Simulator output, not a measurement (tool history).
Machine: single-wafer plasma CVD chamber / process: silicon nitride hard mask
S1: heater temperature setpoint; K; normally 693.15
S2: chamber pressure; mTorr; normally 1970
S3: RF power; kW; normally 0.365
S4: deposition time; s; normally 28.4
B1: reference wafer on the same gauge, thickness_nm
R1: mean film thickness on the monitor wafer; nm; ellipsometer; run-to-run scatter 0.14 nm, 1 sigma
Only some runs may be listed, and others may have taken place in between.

run 1 hour=0.0 | S1=693.15 S2=1970 S3=0.365 S4=28.4 | B1=41.253 | R1=39.127
run 2 hour=10.3 | S1=693.15 S2=1970 S3=0.365 S4=28.4 | B1=41.292 | R1=39.168
run 3 hour=20.6 | S1=693.15 S2=1970 S3=0.365 S4=28.4 | B1=41.296 | R1=38.966
run 4 hour=38.0 | S1=693.15 S2=1970 S3=0.365 S4=28.4 | B1=41.339 | R1=39.147
run 5 hour=47.8 | S1=693.15 S2=2290 S3=0.365 S4=28.4 | B1=41.287 | R1=41.642
run 6 hour=62.0 | S1=693.15 S2=2290 S3=0.365 S4=28.4 | B1=41.251 | R1=41.521
run 7 hour=76.6 | S1=693.15 S2=2290 S3=0.365 S4=28.4 | B1=41.267 | R1=41.492
run 8 hour=94.5 | S1=693.15 S2=1970 S3=0.365 S4=28.4 | B1=41.276 | R1=38.808
-- hour=95.1 gauge calibrated
run 9 hour=110.9 | S1=693.15 S2=1970 S3=0.365 S4=28.4 | B1=41.246 | R1=38.679
run 10 hour=118.1 | S1=693.15 S2=1970 S3=0.365 S4=28.4 | B1=41.354 | R1=38.618
run 11 hour=134.5 | S1=706.15 S2=2180 S3=0.395 S4=26.5 | B1=41.329 | R1=39.994

Run 12 is up next; what results do you expect?
run 12 hour=146.6 | S1=693.15 S2=1970 S3=0.420 S4=23.3 | B1=? | R1=?

B1: 41.299
R1: 35.718 nm
Without the tool's hidden state the same run would have given R1 38.699 nm.
